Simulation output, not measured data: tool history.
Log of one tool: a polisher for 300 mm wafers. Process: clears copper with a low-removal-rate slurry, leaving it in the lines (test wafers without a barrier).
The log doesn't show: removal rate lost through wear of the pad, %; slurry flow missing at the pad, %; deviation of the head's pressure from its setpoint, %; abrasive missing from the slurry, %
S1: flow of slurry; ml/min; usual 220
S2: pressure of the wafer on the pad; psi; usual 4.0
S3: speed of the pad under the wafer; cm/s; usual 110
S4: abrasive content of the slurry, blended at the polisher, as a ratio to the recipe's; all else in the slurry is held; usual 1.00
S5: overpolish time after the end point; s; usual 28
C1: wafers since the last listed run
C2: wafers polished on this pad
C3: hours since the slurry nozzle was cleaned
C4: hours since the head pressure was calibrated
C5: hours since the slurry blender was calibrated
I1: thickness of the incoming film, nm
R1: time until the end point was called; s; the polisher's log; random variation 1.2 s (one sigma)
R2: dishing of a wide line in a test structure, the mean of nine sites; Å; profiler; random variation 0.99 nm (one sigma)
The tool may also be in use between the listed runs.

Run 1, hour 0.0: usual settings; C1 0; C2 757; C3 692.0; C4 617.3; C5 29.9; I1 751.7. Result: R1 151.3 s, R2 812 Å.
Run 2, hour 17.0: usual settings but S2 3.3 psi; C1 123; C2 880; C3 709.0; C4 634.3; C5 46.9; I1 744.6. Result: R1 183.4 s, R2 701 Å.
At hour 25.1: worn pad replaced by a new one.
Run 3, hour 33.8: usual settings but S2 3.3 psi; C1 92; C2 63; C3 725.8; C4 651.1; C5 63.7; I1 757.0. Result: R1 185.1 s, R2 703 Å.
Run 4, hour 47.6: usual settings but S2 3.3 psi; C1 100; C2 163; C3 739.6; C4 664.9; C5 77.5; I1 754.6. Result: R1 182.0 s, R2 703 Å.
Run 5, hour 62.6: usual settings; C1 108; C2 272; C3 754.6; C4 679.9; C5 92.5; I1 760.7. Result: R1 154.0 s, R2 812 Å.
At hour 75.2: head pressure recalibrated.
Run 6, hour 79.4: usual settings; C1 107; C2 379; C3 771.4; C4 4.2; C5 109.3; I1 752.0. Result: R1 153.2 s, R2 820 Å.
Run 7, hour 87.1: usual settings but S1 275 ml/min, S2 5.2 psi, S3 72 cm/s, S4 1.10; C1 55; C2 435; C3 779.1; C4 11.9; C5 117.0; I1 749.4. Result: R1 166.8 s, R2 784 Å.
Run 8, hour 100.7: usual settings but S2 2.8 psi, S3 90 cm/s; C1 98; C2 533; C3 792.7; C4 25.5; C5 130.6; I1 765.2. Result: R1 265.3 s, R2 532 Å.
Run 9, hour 109.1: usual settings but S1 290 ml/min, S2 4.9 psi, S3 130 cm/s, S5 42 s; C1 60; C2 594; C3 801.1; C4 33.9; C5 139.0; I1 753.3. Result: R1 101.6 s, R2 1315 Å.
Run 10, hour 117.8: usual settings but S5 42 s; C1 63; C2 657; C3 809.8; C4 42.6; C5 147.7; I1 750.7. Result: R1 154.8 s, R2 1046 Å.
Run 11, hour 134.7: usual settings but S2 4.8 psi, S4 0.75; C1 122; C2 780; C3 826.7; C4 59.5; C5 164.6; I1 754.7. Result: R1 141.9 s, R2 879 Å.
Run 12, hour 150.4: usual settings; C1 113; C2 894; C3 842.4; C4 75.2; C5 180.3; I1 754.5. Result: R1 155.7 s, R2 809 Å.
At hour 161.5: worn pad replaced by a new one.
Run 13, hour 162.7: usual settings but S5 44 s; C1 60; C2 8; C3 854.7; C4 87.5; C5 192.6; I1 750.1. Result: R1 154.2 s, R2 1051 Å.
Run 14, hour 178.2: usual settings but S5 20 s; C1 112; C2 121; C3 870.2; C4 103.0; C5 208.1; I1 754.2. Result: R1 154.1 s, R2 639 Å.
Run 15, hour 196.1: usual settings but S3 92 cm/s; C1 129; C2 250; C3 888.1; C4 120.9; C5 226.0; I1 755.3. Result: R1 187.8 s, R2 705 Å.
At hour 203.9: slurry nozzle cleaned.
Run 16, hour 213.3: usual settings but S3 74 cm/s, S4 0.85; C1 117; C2 368; C3 9.4; C4 138.1; C5 243.2; I1 753.5. Result: R1 229.3 s, R2 614 Å.
Run 17, hour 221.0: usual settings but S2 3.5 psi, S4 0.85, S5 41 s; C1 55; C2 424; C3 17.1; C4 145.8; C5 250.9; I1 757.9. Result: R1 173.1 s, R2 928 Å.
Run 18, hour 237.9: usual settings but S1 190 ml/min, S2 4.5 psi, S5 11 s; C1 122; C2 546; C3 34.0; C4 162.7; C5 267.8; I1 749.9. Result: R1 129.9 s, R2 454 Å.
Run 19, hour 252.0: usual settings but S1 190 ml/min, S2 3.4 psi, S3 92 cm/s, S5 12 s; C1 102; C2 648; C3 48.1; C4 176.8; C5 281.9; I1 753.3. Result: R1 205.9 s, R2 334 Å.
Run 20, hour 263.3: usual settings; C1 81; C2 730; C3 59.4; C4 188.1; C5 293.2; I1 750.9. Result: R1 145.1 s, R2 837 Å.
Run 21, hour 278.8: usual settings; C1 112; C2 843; C3 74.9; C4 203.6; C5 308.7; I1 764.4. Result: R1 147.7 s, R2 846 Å.
Run 22, hour 291.1: usual settings but S1 240 ml/min, S4 1.10; C1 89; C2 932; C3 87.2; C4 215.9; C5 321.0; I1 753.5. Result: R1 137.8 s, R2 880 Å.
Run 23, hour 299.2: usual settings but S3 92 cm/s; C1 58; C2 990; C3 95.3; C4 224.0; C5 329.1; I1 738.7. Result: R1 171.2 s, R2 757 Å.
At hour 305.7: worn pad replaced by a new one.
Run 24, hour 315.2: usual settings; C1 86; C2 69; C3 111.3; C4 240.0; C5 345.1; I1 765.3. Result: R1 146.5 s, R2 849 Å.
Run 25, hour 326.3: usual settings but S1 165 ml/min, S3 92 cm/s, S4 1.10; C1 80; C2 149; C3 122.4; C4 251.1; C5 356.2; I1 761.6. Result: R1 174.5 s, R2 747 Å.
Run 26, hour 338.8: usual settings but S2 4.9 psi, S3 126 cm/s, S5 41 s; C1 90; C2 240; C3 134.9; C4 263.6; C5 368.7; I1 756.8. Result: R1 104.2 s, R2 1266 Å.
Run 27, hour 352.8: usual settings; C1 101; C2 341; C3 148.9; C4 277.6; C5 382.7; I1 753.6. Result: R1 146.0 s, R2 846 Å.
Run 28, hour 362.8: usual settings; C1 72; C2 414; C3 158.9; C4 287.6; C5 392.7; I1 745.7. Result: R1 144.4 s, R2 837 Å.
Run 29, hour 371.1: usual settings but S1 200 ml/min; C1 60; C2 474; C3 167.2; C4 295.9; C5 401.0; I1 744.9. Result: R1 146.7 s, R2 829 Å.

Forecast each of these 4 alternatives for the next run:
Run A, hour 371.6: usual settings but S4 0.75; C1 3; C2 478; C3 167.7; C4 296.4; C5 401.5; I1 748.2. Result: R1 ?, R2 ?.
Run B, hour 371.6: usual settings but S3 138 cm/s, S4 0.90; C1 3; C2 478; C3 167.7; C4 296.4; C5 401.5; I1 748.2. Result: R1 ?, R2 ?.
Run C, hour 371.6: usual settings but S1 290 ml/min; C1 3; C2 478; C3 167.7; C4 296.4; C5 401.5; I1 748.2. Result: R1 ?, R2 ?.
Run D, hour 371.6: usual settings but S2 5.0 psi; C1 3; C2 478; C3 167.7; C4 296.4; C5 401.5; I1 748.2. Result: R1 ?, R2 ?.

run     R1   R2
  A  159.3  786
  B  118.7  951
  C  139.7  859
  D  115.5  995
Without the tool's hidden state the same runs would have given:
run     R1   R2
  A  159.0  787
  B  118.5  952
  C  139.5  859
  D  115.3  997
